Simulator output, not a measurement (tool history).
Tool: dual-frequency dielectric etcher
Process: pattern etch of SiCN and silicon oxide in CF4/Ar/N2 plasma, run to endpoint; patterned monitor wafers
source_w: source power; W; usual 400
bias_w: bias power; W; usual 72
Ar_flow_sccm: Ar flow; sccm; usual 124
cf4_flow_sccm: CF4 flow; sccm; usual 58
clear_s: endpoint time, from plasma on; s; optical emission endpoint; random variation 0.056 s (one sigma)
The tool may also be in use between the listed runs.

run   hour  source_w  bias_w  Ar_flow_sccm  cf4_flow_sccm  incoming incoming film thickness, nm  clear_s
  1      0       400      72           124             58                                  9.25     13.2
  2   24.7       440      72           124             58                                   9.2     12.3
  3     39       400      83           124             58                                  9.14     12.4
  4     54       400      72           124             58                                  9.25       13
  5   84.8       400      72           124             58                                  9.16     12.9
  6  119.9       400      72           124             58                                  9.17     12.8
  7  147.1       400      72           124             54                                  9.34     13.3
  8  177.8       400      72           124             58                                  9.18     12.8
     191.8  -- CF4 flow controller replaced
  9  203.4       400      72           124             58                                  9.16     12.8
 10  217.3       400      72           124             58                                  9.22     12.8
     229.6  -- Ar flow controller replaced
 11  233.9       400      72           124             58                                  9.17     12.8
 12  259.2       400      77           124             71                                  9.19     12.1
       279  -- bias power generator calibrated
 13  280.8       400      72           144             58                                  9.19     13.1
 14  294.5       400      72           124             58                                  9.23     12.8
     322.2  -- wet clean of the chamber
 15  322.7       400      72           124             58                                  9.24     13.2
 16  335.6       320      64           124             58                                  9.25     15.7
 17    349       330      72           148             52                                  9.15     15.4
     354.3  -- source power generator calibrated
     382.8  -- upper electrode replaced
 18  383.7       400      78           149             47                                  9.27     13.9
 19  403.9       460      55           106             46                                  9.26     13.2
 20  452.8       330      59           100             58                                  9.22       15
 21    466       330      72           148             52                                  9.24     15.6
 22  485.1       330      57            94             58                                  9.22       15
 23  515.8       400      72           124             58                                  9.13     12.8
 24  545.1       400      72           152             58                                  9.14     13.3

4 ways to go on from here, each from the tool as it stands after run 24. What would each give?
  A  545.5       400      72           124             58                                  9.15        ?
  B  545.5       400      72           124             47                                  9.15        ?
  C  545.5       500      72           150             58                                  9.15        ?
  D  545.5       400      72           149             58                                  9.15        ?

run  clear_s
  A     12.9
  B     13.4
  C     11.5
  D     13.3
Without the tool's hidden state the same runs would have given:
run  clear_s
  A     13.1
  B     13.6
  C     11.7
  D     13.6
